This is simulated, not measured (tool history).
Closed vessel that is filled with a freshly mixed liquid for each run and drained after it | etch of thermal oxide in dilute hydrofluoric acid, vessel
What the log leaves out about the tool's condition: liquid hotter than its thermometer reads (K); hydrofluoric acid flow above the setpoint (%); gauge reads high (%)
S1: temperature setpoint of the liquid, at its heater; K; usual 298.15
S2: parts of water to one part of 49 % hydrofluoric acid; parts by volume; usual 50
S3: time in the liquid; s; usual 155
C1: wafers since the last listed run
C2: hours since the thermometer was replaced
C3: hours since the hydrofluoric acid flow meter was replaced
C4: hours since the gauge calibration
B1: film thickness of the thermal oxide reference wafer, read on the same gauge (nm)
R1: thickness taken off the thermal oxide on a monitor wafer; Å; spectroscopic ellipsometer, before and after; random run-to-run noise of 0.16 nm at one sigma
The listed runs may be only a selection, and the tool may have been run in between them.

run    hour      S1  S2   S3    C1      C2     C3      C4      B1     R1
  1       0  298.15  50  195     0   965.9  202.5  1633.6  130.01  256.9
  2    36.2  298.15  50  155  2593  1002.1  238.7  1669.8  130.01  203.7
  3    84.4  298.15  50  155  3453  1050.3  286.9    1718  129.98  207.5
  4   128.4  298.15  50  155  3152  1094.3  330.9    1762     130  211.2
  5   162.1  298.15  50  155  2414    1128  364.6  1795.7  129.98  210.3
  6   202.2  298.15  50  155  2872  1168.1  404.7  1835.8  130.01  216.4
  7     251  298.15  50  190  3496  1216.9  453.5  1884.6  130.03  267.6
  8   369.3  298.15  50  155  8475  1335.2  571.8  2002.9  130.02  219.6
  9     419  298.15  50  155  3560  1384.9  621.5  2052.6  129.97  226.2
      422.2  -- hydrofluoric acid flow meter replaced
        428  -- thermometer replaced
 10   479.4  298.15  50  155  4183    51.4   57.2    2113  129.95  187.8
      536.8  -- gauge calibrated
 11   542.7  298.15  70  155  4534   114.7  120.5     5.9  129.99    132
 12   613.8  298.15  50  155  5093   185.8  191.6      77  130.02  192.1
 13   675.9  293.15  50  220  4448   247.9  253.7   139.1  129.99  226.9
 14   745.5  298.15  50  155  4986   317.5  323.3   208.7  130.02  196.6
 15   788.5  303.15  50  155  3080   360.5  366.3   251.7  130.01  247.5
 16   858.1  298.15  30  155  4986   430.1  435.9   321.3  129.98  353.1
 17   919.8  301.15  60  155  4420   491.8  497.6     383  129.98  190.7
      934.6  -- hydrofluoric acid flow meter replaced
 18   957.6  298.15  50  155  2636   529.6     23   420.8  129.99  190.7
 19   988.8  298.15  50  155  2235   560.8   54.2     452  129.99  191.8
 20  1044.2  295.65  60   95  3968   616.2  109.6   507.4     130   89.7
 21  1094.5  298.15  50  190  3603   666.5  159.9   557.7  129.96  242.3
 22  1133.7  302.15  35  195  2808   705.7  199.1   596.9  130.02    424
 23  1198.8  298.15  50  155  4663   770.8  264.2     662  130.01  202.9
 24  1267.2  298.15  25  190  4900   839.2  332.6   730.4  129.97  523.1
 25  1308.7  301.15  60   65  2973   880.7  374.1   771.9  129.97   81.7
 26  1356.1  298.15  50  155  3395   928.1  421.5   819.3  129.98  210.2
 27  1410.8  300.65  65  225  3918   982.8  476.2     874  129.98  259.6
 28  1436.7  299.65  40  155  1855  1008.7  502.1   899.9  130.01  293.3
 29    1474  294.15  40  185  2672    1046  539.4   937.2  130.01  275.7
 30  1503.6  298.15  50  155  2120  1075.6    569   966.8     130  219.7
 31  1542.2  301.65  65  190  2765  1114.2  607.6  1005.4  130.04  228.5
     1551.9  -- hydrofluoric acid flow meter replaced
 32  1592.1  298.15  75  155  3503  1164.1   40.2  1055.3  130.02    130
 33  1619.5  298.15  50  155  1962  1191.5   67.6  1082.7  130.01  202.4
 34  1665.3  298.15  50   90  3281  1237.3  113.4  1128.5  130.03  119.3

Consider 3 possible next runs. They are alternatives, not a sequence: every one starts from the tool as it was left by run 34. What does each give?
  A  1666  298.15  50   70  50  1238  114.1  1129.2   ?   ?
  B  1666  301.15  50  225  50  1238  114.1  1129.2   ?   ?
  C  1666  298.15  55  155  50  1238  114.1  1129.2   ?   ?

run      B1     R1
  A  129.96   92.2
  B  129.96  333.8
  C  129.96  184.4
Stripped of hidden state, with their random variation kept, the same runs would have yielded:
run     R1
  A   81.5
  B  295.6
  C  162.9

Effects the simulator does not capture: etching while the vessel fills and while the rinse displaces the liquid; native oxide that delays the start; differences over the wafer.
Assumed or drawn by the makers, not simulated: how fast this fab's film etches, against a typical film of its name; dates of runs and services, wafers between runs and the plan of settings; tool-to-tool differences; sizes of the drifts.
